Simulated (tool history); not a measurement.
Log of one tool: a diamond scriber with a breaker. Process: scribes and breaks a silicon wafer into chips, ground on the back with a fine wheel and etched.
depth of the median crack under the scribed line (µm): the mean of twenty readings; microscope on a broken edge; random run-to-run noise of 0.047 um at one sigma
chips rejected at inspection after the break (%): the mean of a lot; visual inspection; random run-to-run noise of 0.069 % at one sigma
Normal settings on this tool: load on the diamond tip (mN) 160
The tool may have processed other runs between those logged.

run,hour,load on the diamond tip (mN),"incoming depth of the damage left on the back of the incoming wafer, um",depth of the median crack under the scribed line (µm),chips rejected at inspection after the break (%)
1,0.0,160,0.76,10.98,17.33
2,11.8,160,0.47,10.95,17.54
3,24.1,160,0.46,10.97,16.40
4,37.5,160,0.65,11.01,18.53
5,50.9,188,0.36,12.11,7.01
6,59.0,188,0.48,11.98,6.35
7,73.0,195,0.37,12.33,4.66
8,89.6,195,0.52,12.31,4.51
9,97.5,160,0.62,10.85,20.31
10,109.1,160,0.78,10.93,16.44
11,118.1,160,0.56,10.85,18.66
12,130.8,200,0.46,12.36,4.62
13,140.9,131,0.34,9.60,38.41
14,155.7,160,0.53,10.83,18.63
# hour 160.2: load on the tip recalibrated
15,186.7,142,0.69,11.22,15.93
# hour 190.9: diamond tip replaced by a new one
16,196.3,199,0.35,15.62,8.02
17,208.8,143,0.35,12.83,2.55
18,253.1,160,0.43,13.42,0.92
19,269.9,123,0.64,11.44,12.22
20,284.5,179,0.58,14.34,1.88
21,290.9,175,0.79,14.03,1.18
22,304.4,121,0.59,11.22,16.63
23,320.4,124,0.79,11.33,11.07

Consider 3 possible next runs. They are alternatives, not a sequence: every one starts from the tool as it was left by run 23. What does each give?
A,321.1,190,0.73,?,?
B,321.1,177,0.73,?,?
C,321.1,147,0.73,?,?

run,depth of the median crack under the scribed line (µm),chips rejected at inspection after the break (%)
A,14.58,2.96
B,13.96,1.26
C,12.48,3.76
With no hidden state in the tool, these same runs would have given:
run,depth of the median crack under the scribed line (µm),chips rejected at inspection after the break (%)
A,15.07,5.24
B,14.43,2.44
C,12.91,1.98
